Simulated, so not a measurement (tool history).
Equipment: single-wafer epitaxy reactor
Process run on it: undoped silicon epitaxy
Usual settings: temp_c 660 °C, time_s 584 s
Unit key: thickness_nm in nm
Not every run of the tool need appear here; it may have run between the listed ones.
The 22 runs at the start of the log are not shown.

| run | day | temp_c | time_s | read-back reference wafer on the same gauge, thickness_nm | thickness_nm |
|---|---|---|---|---|---|
| 23 | 29.871 | 647 | 631 | 126.034 | 100.142 |
| 24 | 34.254 | 660 | 584 | 125.963 | 128.600 |
| 25 | 35.538 | 660 | 584 | 126.003 | 129.242 |
| 26 | 36.900 | 667 | 492 | 125.967 | 128.791 |
| 27 | 39.592 | 660 | 584 | 125.859 | 129.016 |
| 28 | 41.062 | 656 | 543 | 125.949 | 108.511 |
| 29 | 42.888 | 673 | 679 | 126.088 | 204.178 |
| 30 | 43.500 | 646 | 667 | 125.996 | 104.385 |
| 31 | 44.254 | 670 | 518 | 125.871 | 145.355 |
|  | 44.767 | gauge calibrated |
|  | 45.171 | pyrometer calibrated |
| 32 | 45.571 | 660 | 584 | 125.944 | 124.665 |
| 33 | 46.246 | 660 | 528 | 126.008 | 112.865 |
| 34 | 49.458 | 660 | 584 | 126.139 | 124.339 |
| 35 | 49.979 | 649 | 697 | 126.072 | 113.289 |
| 36 | 50.608 | 667 | 492 | 125.927 | 125.065 |
| 37 | 51.475 | 670 | 584 | 126.009 | 158.778 |
| 38 | 52.833 | 660 | 700 | 126.039 | 149.529 |
| 39 | 53.783 | 655 | 470 | 126.030 | 88.348 |
| 40 | 55.042 | 660 | 584 | 125.869 | 124.371 |

Forecast run 41:
| 41 | 56.033 | 656 | 543 | ? | ? |

read-back reference wafer on the same gauge, thickness_nm: 126.172
thickness_nm: 105.716 nm
The same run, on a tool lacking any hidden state, would have yielded thickness_nm 104.671 nm.
